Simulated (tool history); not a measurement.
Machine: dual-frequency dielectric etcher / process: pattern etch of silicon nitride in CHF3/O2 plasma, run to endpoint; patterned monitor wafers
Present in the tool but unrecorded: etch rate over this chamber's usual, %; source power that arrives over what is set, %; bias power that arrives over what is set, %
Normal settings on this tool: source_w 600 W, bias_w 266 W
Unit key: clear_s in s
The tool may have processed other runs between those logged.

run,hour,source_w,bias_w,wafers since the last listed run,hours since the last wet clean,hours since the last source power generator calibration,hours since the last bias power generator calibration,hours since the last upper electrode change,"incoming incoming film thickness, nm",clear_s
1,0,600,224,0,371.7,3387.4,1478,3373.3,80.3,48.5
2,29,600,266,313,400.7,3416.4,1507,3402.3,80.7,46
3,59.7,600,266,331,431.4,3447.1,1537.7,3433,80.3,45.9
4,78.6,600,225,204,450.3,3466,1556.6,3451.9,80.3,48.5
5,97,600,225,198,468.7,3484.4,1575,3470.3,80.4,48.5
# hour 167.3: upper electrode replaced
6,167.8,600,266,505,539.5,3555.2,1645.8,0.5,80.1,45.7
7,168.1,600,266,3,539.8,3555.5,1646.1,0.8,80.2,46
8,172.7,600,266,49,544.4,3560.1,1650.7,5.4,81.7,46.7
# hour 211.3: source power generator calibrated
9,211.8,600,266,379,583.5,0.5,1689.8,44.5,79.5,45.6
# hour 255.4: wet clean of the chamber
10,255.9,600,266,217,0.5,44.6,1733.9,88.6,80.3,45.2
11,256.2,680,229,3,0.8,44.9,1734.2,88.9,80.2,45.9
12,278.3,520,266,238,22.9,67,1756.3,111,80.1,46.9
13,290.6,640,211,132,35.2,79.3,1768.6,123.3,80.1,48.1
14,304.7,600,206,152,49.3,93.4,1782.7,137.4,80.5,49.6
15,338,600,266,360,82.6,126.7,1816,170.7,80.1,45.1
# hour 346.8: bias power generator calibrated
16,368.4,520,266,285,113,157.1,21.6,201.1,80.3,47.3
17,386.1,530,235,191,130.7,174.8,39.3,218.8,80.5,49.5
18,421.9,550,327,387,166.5,210.6,75.1,254.6,81.2,43.7
19,451.4,470,293,318,196,240.1,104.6,284.1,80.8,47.3
20,468.4,550,327,183,213,257.1,121.6,301.1,79.8,43

Consider 3 possible next runs. They are alternatives, not a sequence: every one starts from the tool as it was left by run 20. What does each give?
A,468.8,600,220,4,213.4,257.5,122,301.5,80.7,?
B,468.8,660,226,4,213.4,257.5,122,301.5,80.7,?
C,468.8,520,205,4,213.4,257.5,122,301.5,80.7,?

run,clear_s
A,48.8
B,47.1
C,52
The same runs, with their run-to-run variation unchanged, on a tool lacking any hidden condition would have given:
run,clear_s
A,48.5
B,46.8
C,51.6

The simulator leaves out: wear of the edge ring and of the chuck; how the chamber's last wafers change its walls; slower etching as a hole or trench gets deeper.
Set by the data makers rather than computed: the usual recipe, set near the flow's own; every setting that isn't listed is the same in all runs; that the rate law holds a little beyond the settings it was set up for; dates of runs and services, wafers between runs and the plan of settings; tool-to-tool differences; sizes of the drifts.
